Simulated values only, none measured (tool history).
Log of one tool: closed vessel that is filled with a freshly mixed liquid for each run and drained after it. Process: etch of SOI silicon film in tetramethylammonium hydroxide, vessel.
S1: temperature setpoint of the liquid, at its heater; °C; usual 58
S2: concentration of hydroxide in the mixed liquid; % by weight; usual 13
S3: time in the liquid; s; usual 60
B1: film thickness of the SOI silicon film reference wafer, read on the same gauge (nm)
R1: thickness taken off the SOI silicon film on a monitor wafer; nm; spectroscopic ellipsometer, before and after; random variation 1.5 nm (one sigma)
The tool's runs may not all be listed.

run	day	S1	S2	S3	B1	R1
1	0	61	15.5	60	58.12	208.22
2	1.542	61	15.5	60	58.07	208.81
3	4.467	61	15.5	60	57.93	208.83
4	8.438	58	13	60	57.72	188.09
5	12.008	58	13	60	57.56	186.09
6	14.896	60.5	13	60	57.42	218.21
7	18.725	60.5	13	60	57.24	216.14
# day 19.854: hydroxide flow meter replaced
8	20.558	60.5	13	60	57.17	212.19
9	24.596	58	13	80	56.96	243.3
10	27.429	58	13	80	56.84	247.07
11	32.112	58	13	80	56.62	242.38
12	45.046	58	15.5	60	56.01	164.66
13	46.904	52	16.5	60	55.92	110.48
14	50.479	64	9.5	30	55.73	148.4
15	52.554	60.5	13	60	55.62	213.16
# day 52.896: hydroxide flow meter replaced
# day 53.225: gauge calibrated
16	56.358	58	15	60	59.86	179.87
17	59.967	61.5	17	95	59.69	341.22
18	63.275	55.5	10	75	59.54	227.52
19	66.238	64.5	16.5	35	59.37	148.89
# day 68.862: thermometer replaced
20	70.271	58	13	60	59.18	192.26
21	72.792	63.5	13	60	59.08	268.7
22	75.912	50.5	13	60	58.92	116.53
23	77.517	58	12	40	58.84	132.03
# day 80.075: hydroxide flow meter replaced
24	86.567	62	9.5	95	58.44	433.1
25	89.838	51.5	9	45	58.26	107.11
26	92.338	64	13	60	58.14	271.46
27	96.004	63	15	70	58	275.27
28	97.667	58	13	60	57.89	186.17
29	100.871	50	13	60	57.73	112
30	108.621	58	16	60	57.38	168.03
# day 111.542: hydroxide flow meter replaced
31	112.958	58	13	60	57.17	183.03
32	115.088	58	16.5	60	57.05	165.38
33	117.133	51.5	13	60	56.97	120.82

What the log doesn't show, run by run:
liquid colder than its thermometer reads (K): 0 in every run
hydroxide flow above the setpoint (%): 0 in every run
H1: gauge reads high (%)
run	H1
1	-3.09
2	-3.21
3	-3.45
4	-3.76
5	-4.05
6	-4.28
7	-4.58
8	-4.73
9	-5.05
10	-5.28
11	-5.65
12	-6.68
13	-6.83
14	-7.12
15	-7.28
16	-0.229
17	-0.517
18	-0.781
19	-1.02
20	-1.34
21	-1.54
22	-1.79
23	-1.92
24	-2.64
25	-2.9
26	-3.1
27	-3.39
28	-3.52
29	-3.78
30	-4.4
31	-4.74
32	-4.91
33	-5.08
